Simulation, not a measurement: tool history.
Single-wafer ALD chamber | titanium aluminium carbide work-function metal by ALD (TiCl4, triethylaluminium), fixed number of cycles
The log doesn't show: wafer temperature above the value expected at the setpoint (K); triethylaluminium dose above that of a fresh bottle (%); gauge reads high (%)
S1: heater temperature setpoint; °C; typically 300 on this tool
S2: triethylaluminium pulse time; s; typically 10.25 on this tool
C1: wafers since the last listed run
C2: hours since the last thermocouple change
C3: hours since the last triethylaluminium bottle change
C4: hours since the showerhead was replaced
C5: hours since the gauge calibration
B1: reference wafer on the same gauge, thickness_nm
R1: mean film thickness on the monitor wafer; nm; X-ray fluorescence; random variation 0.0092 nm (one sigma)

run	hour	S1	S2	C1	C2	C3	C4	C5	B1	R1
1	0.0	300	11.78	0	1458.6	637.3	4411.1	775.7	2.042	1.796
2	65.8	300	11.78	485	1524.4	703.1	4476.9	841.5	2.051	1.784
3	130.6	300	10.25	478	1589.2	767.9	4541.7	906.3	2.055	1.788
4	163.6	300	10.25	243	1622.2	800.9	4574.7	939.3	2.057	1.803
5	259.3	300	10.25	706	1717.9	896.6	4670.4	1035.0	2.079	1.795
# hour 296.4: thermocouple changed; heater temperature recalibrated
6	301.5	300	10.25	252	5.1	938.8	4712.6	1077.2	2.077	1.796
7	328.5	300	10.25	199	32.1	965.8	4739.6	1104.2	2.085	1.798
8	367.6	300	10.25	288	71.2	1004.9	4778.7	1143.3	2.092	1.796
9	422.0	300	10.25	401	125.6	1059.3	4833.1	1197.7	2.104	1.810
# hour 446.4: gauge calibrated
10	454.1	300	10.25	236	157.7	1091.4	4865.2	7.7	1.987	1.709
11	523.2	313	8.55	510	226.8	1160.5	4934.3	76.8	1.983	1.785
12	560.4	286	6.34	274	264.0	1197.7	4971.5	114.0	1.987	1.455
13	602.4	300	12.45	310	306.0	1239.7	5013.5	156.0	1.986	1.722
# hour 610.7: triethylaluminium bottle replaced
# hour 613.5: showerhead replaced
14	626.7	311	11.87	100	330.3	16.0	13.2	180.3	1.983	1.836
15	673.5	287	10.25	345	377.1	62.8	60.0	227.1	1.993	1.611
16	711.1	287	10.25	277	414.7	100.4	97.6	264.7	1.986	1.613
17	769.5	300	10.25	431	473.1	158.8	156.0	323.1	1.990	1.712
18	814.2	300	10.25	329	517.8	203.5	200.7	367.8	1.995	1.735
19	852.5	288	12.31	282	556.1	241.8	239.0	406.1	1.991	1.651
20	913.0	290	13.42	446	616.6	302.3	299.5	466.6	1.998	1.658

Take each entry between the runs: how does the hidden state at the last listed run before it differ from the hidden state at the first listed run after it?
Runs 5 to 6: thermocouple changed; heater temperature recalibrated (hour 296.4)
  gauge reads high (%): 3.79 -> 4.12
  difference, measured minus the result without the unlogged condition, R1: +0.066 -> +0.071 nm
Runs 9 to 10: gauge calibrated (hour 446.4)
  gauge reads high (%): 5.12 -> -0.847
  difference, measured minus the result without the unlogged condition, R1: +0.088 -> -0.015 nm
Runs 13 to 14: triethylaluminium bottle replaced (hour 610.7); showerhead replaced (hour 613.5)
  gauge reads high (%): -0.758 -> -0.728
  difference, measured minus the result without the unlogged condition, R1: -0.013 -> -0.014 nm
